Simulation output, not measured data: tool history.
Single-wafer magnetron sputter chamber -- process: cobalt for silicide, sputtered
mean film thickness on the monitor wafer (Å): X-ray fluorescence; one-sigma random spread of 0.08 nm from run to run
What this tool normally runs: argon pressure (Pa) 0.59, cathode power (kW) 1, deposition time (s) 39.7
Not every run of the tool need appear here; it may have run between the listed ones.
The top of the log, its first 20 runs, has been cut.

run,hour,argon pressure (Pa),cathode power (kW),deposition time (s),"read-back reference wafer on the same gauge, thickness_nm",mean film thickness on the monitor wafer (Å)
21,923.2,0.381,0.9,36,19.689,162.61
# hour 958.1: capacitance manometer re-zeroed and calibrated
22,987.9,0.59,1.2,32.2,19.695,166.04
23,1037.1,0.59,1.1,32.7,19.704,159.45
# hour 1063.8: magnet pack replaced
24,1093,0.59,1,39.7,19.718,179.36
25,1136.3,0.59,1,39.7,19.708,179.99
# hour 1149.3: sputter target and shields replaced
26,1169.5,0.59,0.9,34.9,19.699,150.19
27,1203.1,0.479,1.1,43.8,19.699,221.75
28,1240.6,0.59,1.15,39.7,19.712,201.11
29,1306.9,0.59,1.2,32.2,19.712,166.34
30,1371.3,0.676,0.8,47.4,19.708,180.8
# hour 1410.1: gauge calibrated
31,1427.4,0.59,1,39.7,19.702,178.34
32,1465.4,0.59,0.9,33.7,19.68,140.06
# hour 1482.6: sputter target and shields replaced
33,1490,0.59,1.2,42.8,19.715,221.36
34,1529.2,0.59,1.05,39.7,19.705,188.01
35,1574.2,0.59,1,39.7,19.681,179.81

Branching from run 35: 3 alternative next runs. What would each branch give?
A,1574.6,0.59,1,44.4,?,?
B,1574.6,0.718,1.25,35.3,?,?
C,1574.6,0.59,1,43.2,?,?

run,"read-back reference wafer on the same gauge, thickness_nm",mean film thickness on the monitor wafer (Å)
A,19.703,203.29
B,19.703,181.74
C,19.703,197.8
Without the tool's unlogged condition, the same runs would have read:
run,mean film thickness on the monitor wafer (Å)
A,206.73
B,184.99
C,201.14
